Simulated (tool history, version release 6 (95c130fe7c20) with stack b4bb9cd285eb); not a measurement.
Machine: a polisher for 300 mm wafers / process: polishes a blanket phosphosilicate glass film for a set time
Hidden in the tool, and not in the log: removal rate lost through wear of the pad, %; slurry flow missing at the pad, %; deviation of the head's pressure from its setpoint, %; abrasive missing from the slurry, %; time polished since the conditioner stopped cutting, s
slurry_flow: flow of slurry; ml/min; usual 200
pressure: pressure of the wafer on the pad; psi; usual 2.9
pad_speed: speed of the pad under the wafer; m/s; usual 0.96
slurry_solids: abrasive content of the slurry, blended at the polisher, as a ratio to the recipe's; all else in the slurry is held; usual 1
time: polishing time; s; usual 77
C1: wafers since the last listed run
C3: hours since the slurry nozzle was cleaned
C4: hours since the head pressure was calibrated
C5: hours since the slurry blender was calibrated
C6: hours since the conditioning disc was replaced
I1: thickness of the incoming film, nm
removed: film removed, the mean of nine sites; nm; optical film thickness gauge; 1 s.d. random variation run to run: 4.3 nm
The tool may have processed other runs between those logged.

Run 1, day 0: usual settings; C1 0; wafers polished on this pad 688; C3 63.4; C4 554.5; C5 407.6; C6 425.2; I1 3423.6. Result: removed 486 nm.
At day 0.333: conditioning disc replaced and pad reconditioned.
Run 2, day 1.838: usual settings; C1 403; wafers polished on this pad 1092; C3 107.5; C4 598.6; C5 451.7; C6 36.1; I1 3397.4. Result: removed 473.7 nm.
At day 2.388: head pressure recalibrated.
At day 3.038: slurry blender recalibrated.
Run 3, day 3.762: usual settings; C1 404; wafers polished on this pad 1496; C3 153.7; C4 33; C5 17.4; C6 82.3; I1 3340.8. Result: removed 467.1 nm.
Run 4, day 5.438: usual settings; C1 385; wafers polished on this pad 1881; C3 193.9; C4 73.2; C5 57.6; C6 122.5; I1 3493.4. Result: removed 472.2 nm.
Run 5, day 8.033: usual settings; C1 596; wafers polished on this pad 2478; C3 256.2; C4 135.5; C5 119.9; C6 184.8; I1 3438. Result: removed 476.4 nm.
At day 8.796: worn pad replaced by a new one.
Run 6, day 9.288: usual settings; C1 250; wafers polished on this pad 113; C3 286.3; C4 165.6; C5 150; C6 214.9; I1 3414.9. Result: removed 472.9 nm.
Run 7, day 11.496: usual settings; C1 507; wafers polished on this pad 620; C3 339.3; C4 218.6; C5 203; C6 267.9; I1 3429.9. Result: removed 473.9 nm.
At day 11.908: slurry nozzle cleaned.
Run 8, day 13.079: usual settings; C1 354; wafers polished on this pad 975; C3 28.1; C4 256.6; C5 241; C6 305.9; I1 3496.1. Result: removed 474.9 nm.
Run 9, day 14.575: usual settings; C1 344; wafers polished on this pad 1319; C3 64; C4 292.5; C5 276.9; C6 341.8; I1 3429.8. Result: removed 473.4 nm.
Run 10, day 15.929: usual settings; C1 311; wafers polished on this pad 1630; C3 96.5; C4 325; C5 309.4; C6 374.3; I1 3413. Result: removed 474 nm.
Run 11, day 17.708: usual settings but slurry_flow 225 ml/min, time 98 s; C1 409; wafers polished on this pad 2040; C3 139.2; C4 367.7; C5 352.1; C6 417; I1 3414.1. Result: removed 611 nm.
At day 17.917: conditioning disc replaced and pad reconditioned.
At day 18.758: slurry blender recalibrated.
Run 12, day 18.888: usual settings; C1 232; wafers polished on this pad 2272; C3 167.5; C4 396; C5 3.1; C6 23.3; I1 3463.6. Result: removed 477.8 nm.
At day 21.333: worn pad replaced by a new one.
Run 13, day 21.354: usual settings but pad_speed 0.82 m/s, time 69 s; C1 528; wafers polished on this pad 4; C3 226.7; C4 455.2; C5 62.3; C6 82.5; I1 3439.5. Result: removed 373.6 nm.
Run 14, day 22.233: usual settings; C1 202; wafers polished on this pad 206; C3 247.8; C4 476.3; C5 83.4; C6 103.6; I1 3438.7. Result: removed 479.8 nm.
Run 15, day 25.229: usual settings but time 101 s; C1 688; wafers polished on this pad 895; C3 319.7; C4 548.2; C5 155.3; C6 175.5; I1 3407. Result: removed 626.8 nm.
At day 26.025: slurry nozzle cleaned.
Run 16, day 26.612: usual settings but pressure 3.8 psi, pad_speed 1.2 m/s, slurry_solids 1.2, time 64 s; C1 308; wafers polished on this pad 1204; C3 14.1; C4 581.4; C5 188.5; C6 208.7; I1 3399.7. Result: removed 664.9 nm.
At day 28.562: head pressure recalibrated.
Run 17, day 29.221: usual settings but slurry_flow 160 ml/min, pad_speed 0.82 m/s, slurry_solids 0.8, time 96 s; C1 580; wafers polished on this pad 1785; C3 76.7; C4 15.8; C5 251.1; C6 271.3; I1 3419.4. Result: removed 459.9 nm.
Run 18, day 31.758: usual settings but slurry_solids 0.9; C1 583; wafers polished on this pad 2368; C3 137.6; C4 76.7; C5 312; C6 332.2; I1 3398.4. Result: removed 451.8 nm.
At day 32.3: worn pad replaced by a new one.
Run 19, day 38.417: usual settings but slurry_flow 140 ml/min, pressure 2.5 psi, pad_speed 1.24 m/s, time 98 s; C1 1492; wafers polished on this pad 1407; C3 297.4; C4 236.5; C5 471.8; C6 492; I1 3420.9. Result: removed 612.4 nm.
At day 38.842: slurry nozzle cleaned.
At day 39: conditioning disc replaced and pad reconditioned.
At day 39.038: slurry blender recalibrated.
Run 20, day 41.092: usual settings but pad_speed 0.76 m/s, time 104 s; C1 578; wafers polished on this pad 1985; C3 54; C4 300.7; C5 49.3; C6 50.2; I1 3412.1. Result: removed 530 nm.
Run 21, day 42.108: usual settings but pressure 2.2 psi; C1 233; wafers polished on this pad 2219; C3 78.4; C4 325.1; C5 73.7; C6 74.6; I1 3420.8. Result: removed 367.7 nm.
At day 42.475: worn pad replaced by a new one.
Run 22, day 43.533: usual settings but pad_speed 1.04 m/s, time 96 s; C1 289; wafers polished on this pad 243; C3 112.6; C4 359.3; C5 107.9; C6 108.8; I1 3448.3. Result: removed 635.4 nm.
Run 23, day 44.712: usual settings; C1 271; wafers polished on this pad 514; C3 140.9; C4 387.6; C5 136.2; C6 137.1; I1 3398.2. Result: removed 473.1 nm.
Run 24, day 46.454: usual settings; C1 400; wafers polished on this pad 914; C3 182.7; C4 429.4; C5 178; C6 178.9; I1 3394.5. Result: removed 469.8 nm.
Run 25, day 47.754: usual settings; C1 298; wafers polished on this pad 1213; C3 213.9; C4 460.6; C5 209.2; C6 210.1; I1 3423.8. Result: removed 477.4 nm.

Alternative continuations, all from the tool just after run 25; predict every row:
Run A, day 47.771: usual settings; C1 3; wafers polished on this pad 1217; C3 214.3; C4 461; C5 209.6; C6 210.5; I1 3412.3. Result: removed ?.
Run B, day 47.771: usual settings but pad_speed 0.66 m/s, time 96 s; C1 3; wafers polished on this pad 1217; C3 214.3; C4 461; C5 209.6; C6 210.5; I1 3412.3. Result: removed ?.
Run C, day 47.771: usual settings but slurry_flow 240 ml/min, pressure 2.4 psi, pad_speed 0.76 m/s, time 58 s; C1 3; wafers polished on this pad 1217; C3 214.3; C4 461; C5 209.6; C6 210.5; I1 3412.3. Result: removed ?.
Run D, day 47.771: usual settings but slurry_flow 255 ml/min, pressure 2.1 psi, slurry_solids 0.7; C1 3; wafers polished on this pad 1217; C3 214.3; C4 461; C5 209.6; C6 210.5; I1 3412.3. Result: removed ?.

run  removed
  A      475
  B    438.9
  C    250.7
  D    305.1
With no hidden state in the tool, these same runs would have given:
run  removed
  A      475
  B    438.9
  C    250.7
  D    305.1
